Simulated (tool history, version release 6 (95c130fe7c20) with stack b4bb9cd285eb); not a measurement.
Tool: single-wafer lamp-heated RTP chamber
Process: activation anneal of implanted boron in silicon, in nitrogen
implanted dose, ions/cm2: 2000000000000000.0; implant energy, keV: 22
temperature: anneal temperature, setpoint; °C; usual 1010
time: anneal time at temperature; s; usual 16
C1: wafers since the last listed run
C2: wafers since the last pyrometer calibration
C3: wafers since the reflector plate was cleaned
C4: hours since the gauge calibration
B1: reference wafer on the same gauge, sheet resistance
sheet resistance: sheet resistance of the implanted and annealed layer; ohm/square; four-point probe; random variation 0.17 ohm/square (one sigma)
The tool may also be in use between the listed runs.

{"run": 1, "day": 0.0, "temperature": 991, "time": 16, "C1": 0, "C2": 1823, "C3": 11560, "C4": 668.1, "B1": 64.01, "sheet resistance": 73.23}
{"run": 2, "day": 0.508, "temperature": 991, "time": 16, "C1": 128, "C2": 1952, "C3": 11688, "C4": 680.3, "B1": 64.0, "sheet resistance": 73.06}
{"run": 3, "day": 1.321, "temperature": 1010, "time": 16, "C1": 204, "C2": 2156, "C3": 11893, "C4": 699.8, "B1": 64.02, "sheet resistance": 67.36}
{"day": 1.542, "done": "gauge calibrated"}
{"run": 4, "day": 5.529, "temperature": 1010, "time": 16, "C1": 1060, "C2": 3216, "C3": 12953, "C4": 95.7, "B1": 64.01, "sheet resistance": 67.0}
{"run": 5, "day": 6.333, "temperature": 1010, "time": 16, "C1": 202, "C2": 3419, "C3": 13155, "C4": 115.0, "B1": 63.99, "sheet resistance": 67.2}
{"run": 6, "day": 7.475, "temperature": 1010, "time": 16, "C1": 287, "C2": 3707, "C3": 13443, "C4": 142.4, "B1": 64.01, "sheet resistance": 67.07}
{"run": 7, "day": 8.617, "temperature": 1010, "time": 16, "C1": 287, "C2": 3994, "C3": 13731, "C4": 169.8, "B1": 64.03, "sheet resistance": 67.04}
{"day": 9.754, "done": "pyrometer window cleaned and pyrometer calibrated"}
{"run": 8, "day": 9.775, "temperature": 1010, "time": 16, "C1": 207, "C2": 4, "C3": 13939, "C4": 197.6, "B1": 63.99, "sheet resistance": 67.3}
{"run": 9, "day": 10.562, "temperature": 1010, "time": 16, "C1": 198, "C2": 203, "C3": 14137, "C4": 216.5, "B1": 63.98, "sheet resistance": 67.17}
{"run": 10, "day": 11.471, "temperature": 1010, "time": 16, "C1": 228, "C2": 432, "C3": 14366, "C4": 238.3, "B1": 63.98, "sheet resistance": 66.93}
{"run": 11, "day": 12.538, "temperature": 1010, "time": 16, "C1": 268, "C2": 700, "C3": 14634, "C4": 263.9, "B1": 64.01, "sheet resistance": 67.19}
{"run": 12, "day": 14.879, "temperature": 1010, "time": 16, "C1": 589, "C2": 1290, "C3": 15224, "C4": 320.1, "B1": 63.98, "sheet resistance": 67.34}
{"run": 13, "day": 15.846, "temperature": 1010, "time": 16, "C1": 243, "C2": 1534, "C3": 15468, "C4": 343.3, "B1": 63.99, "sheet resistance": 67.14}
{"run": 14, "day": 16.646, "temperature": 1010, "time": 16, "C1": 201, "C2": 1735, "C3": 15670, "C4": 362.5, "B1": 64.04, "sheet resistance": 67.11}
{"run": 15, "day": 18.071, "temperature": 985, "time": 25, "C1": 359, "C2": 2094, "C3": 16029, "C4": 396.7, "B1": 63.98, "sheet resistance": 73.6}
{"run": 16, "day": 19.104, "temperature": 1037, "time": 16, "C1": 260, "C2": 2355, "C3": 16289, "C4": 421.5, "B1": 63.98, "sheet resistance": 61.99}
{"day": 19.571, "done": "reflector plate cleaned"}
{"run": 17, "day": 20.188, "temperature": 1023, "time": 13, "C1": 188, "C2": 2544, "C3": 155, "C4": 447.5, "B1": 64.0, "sheet resistance": 64.98}
{"run": 18, "day": 20.996, "temperature": 1010, "time": 16, "C1": 203, "C2": 2747, "C3": 359, "C4": 466.9, "B1": 64.02, "sheet resistance": 67.13}
{"run": 19, "day": 21.558, "temperature": 1025, "time": 21, "C1": 141, "C2": 2889, "C3": 500, "C4": 480.4, "B1": 64.01, "sheet resistance": 63.73}
{"run": 20, "day": 23.042, "temperature": 1010, "time": 16, "C1": 373, "C2": 3263, "C3": 874, "C4": 516.0, "B1": 63.99, "sheet resistance": 67.33}
{"day": 23.858, "done": "pyrometer window cleaned and pyrometer calibrated"}
{"run": 21, "day": 24.362, "temperature": 1010, "time": 12, "C1": 248, "C2": 126, "C3": 1123, "C4": 547.7, "B1": 64.0, "sheet resistance": 68.05}
{"run": 22, "day": 24.962, "temperature": 992, "time": 23, "C1": 151, "C2": 278, "C3": 1274, "C4": 562.1, "B1": 63.99, "sheet resistance": 71.32}
{"day": 25.367, "done": "gauge calibrated"}
{"run": 23, "day": 26.179, "temperature": 982, "time": 19, "C1": 306, "C2": 584, "C3": 1580, "C4": 19.5, "B1": 64.01, "sheet resistance": 76.13}
{"run": 24, "day": 27.304, "temperature": 997, "time": 13, "C1": 283, "C2": 867, "C3": 1864, "C4": 46.5, "B1": 64.01, "sheet resistance": 71.76}
{"run": 25, "day": 28.542, "temperature": 1024, "time": 13, "C1": 311, "C2": 1179, "C3": 2176, "C4": 76.2, "B1": 63.99, "sheet resistance": 64.9}
{"run": 26, "day": 29.804, "temperature": 1025, "time": 16, "C1": 318, "C2": 1497, "C3": 2494, "C4": 106.5, "B1": 63.99, "sheet resistance": 64.04}
{"run": 27, "day": 31.033, "temperature": 989, "time": 19, "C1": 309, "C2": 1807, "C3": 2803, "C4": 136.0, "B1": 63.96, "sheet resistance": 72.99}
{"run": 28, "day": 32.333, "temperature": 1024, "time": 13, "C1": 327, "C2": 2134, "C3": 3131, "C4": 167.2, "B1": 64.0, "sheet resistance": 64.63}

Forecast each of these 5 alternatives for the next run:
{"run": "A", "day": 32.35, "temperature": 1010, "time": 13, "C1": 4, "C2": 2139, "C3": 3135, "C4": 167.6, "B1": "?", "sheet resistance": "?"}
{"run": "B", "day": 32.35, "temperature": 1021, "time": 9, "C1": 4, "C2": 2139, "C3": 3135, "C4": 167.6, "B1": "?", "sheet resistance": "?"}
{"run": "C", "day": 32.35, "temperature": 999, "time": 21, "C1": 4, "C2": 2139, "C3": 3135, "C4": 167.6, "B1": "?", "sheet resistance": "?"}
{"run": "D", "day": 32.35, "temperature": 1000, "time": 12, "C1": 4, "C2": 2139, "C3": 3135, "C4": 167.6, "B1": "?", "sheet resistance": "?"}
{"run": "E", "day": 32.35, "temperature": 1024, "time": 22, "C1": 4, "C2": 2139, "C3": 3135, "C4": 167.6, "B1": "?", "sheet resistance": "?"}

run=A B1=64.00 sheet_resistance=68.01
run=B B1=64.00 sheet_resistance=66.55
run=C B1=64.00 sheet_resistance=69.42
run=D B1=64.00 sheet_resistance=71.18
run=E B1=64.00 sheet_resistance=63.55
Without the tool's hidden state the same runs would have given:
run=A sheet_resistance=68.01
run=B sheet_resistance=66.55
run=C sheet_resistance=69.42
run=D sheet_resistance=71.18
run=E sheet_resistance=63.55
